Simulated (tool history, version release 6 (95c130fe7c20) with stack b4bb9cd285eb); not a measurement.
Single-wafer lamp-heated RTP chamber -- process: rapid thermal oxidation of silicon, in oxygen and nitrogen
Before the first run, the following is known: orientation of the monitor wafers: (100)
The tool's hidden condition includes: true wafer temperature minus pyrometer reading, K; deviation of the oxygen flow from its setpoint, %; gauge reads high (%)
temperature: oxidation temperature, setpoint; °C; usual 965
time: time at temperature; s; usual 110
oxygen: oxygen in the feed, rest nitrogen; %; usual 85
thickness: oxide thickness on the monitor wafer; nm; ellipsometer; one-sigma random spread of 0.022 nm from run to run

run	hour	temperature	time	oxygen	wafers since the last listed run	wafers since the last pyrometer calibration	hours since the oxygen flow controller was replaced	hours since the gauge calibration	read-back reference wafer on the same gauge, thickness	thickness
1	0.0	948	110	85	0	1907	3713.9	424.8	5.883	5.753
# hour 14.3: pyrometer window cleaned and pyrometer calibrated
2	209.7	954	82	85	1323	1282	3923.6	634.5	5.892	5.206
3	263.1	954	82	85	350	1632	3977.0	687.9	5.893	5.222
# hour 273.8: pyrometer window cleaned and pyrometer calibrated
4	308.8	954	82	85	247	229	4022.7	733.6	5.883	5.044
# hour 340.3: oxygen flow controller replaced
5	357.9	944	110	85	269	499	17.6	782.7	5.883	5.365
6	405.5	965	138	85	312	811	65.2	830.3	5.884	6.991
# hour 412.6: gauge calibrated
7	447.3	965	138	85	274	1086	107.0	34.7	5.894	7.010
8	475.8	965	138	85	187	1273	135.5	63.2	5.889	7.061
9	536.2	986	84	75	396	1669	195.9	123.6	5.886	6.383
# hour 574.3: pyrometer window cleaned and pyrometer calibrated
10	605.1	965	65	98	399	202	264.8	192.5	5.885	5.261
11	629.3	946	67	96	158	361	289.0	216.7	5.894	4.606
12	683.0	965	110	85	352	713	342.7	270.4	5.889	6.351
13	723.7	965	162	85	267	980	383.4	311.1	5.889	7.631
14	759.8	965	110	85	236	1217	419.5	347.2	5.899	6.400
15	791.0	965	86	70	204	1422	450.7	378.4	5.891	5.435
16	836.2	965	110	85	296	1718	495.9	423.6	5.905	6.491

Alternative continuations, all from the tool just after run 16; predict every row:
A	836.6	965	110	85	2	1721	496.3	424.0	?	?
B	836.6	940	125	66	2	1721	496.3	424.0	?	?
C	836.6	965	110	98	2	1721	496.3	424.0	?	?
D	836.6	965	110	60	2	1721	496.3	424.0	?	?

run	read-back reference wafer on the same gauge, thickness	thickness
A	5.896	6.478
B	5.896	5.211
C	5.896	6.807
D	5.896	5.751
With no hidden state in the tool, these same runs would have given:
run	thickness
A	6.171
B	4.972
C	6.481
D	5.487

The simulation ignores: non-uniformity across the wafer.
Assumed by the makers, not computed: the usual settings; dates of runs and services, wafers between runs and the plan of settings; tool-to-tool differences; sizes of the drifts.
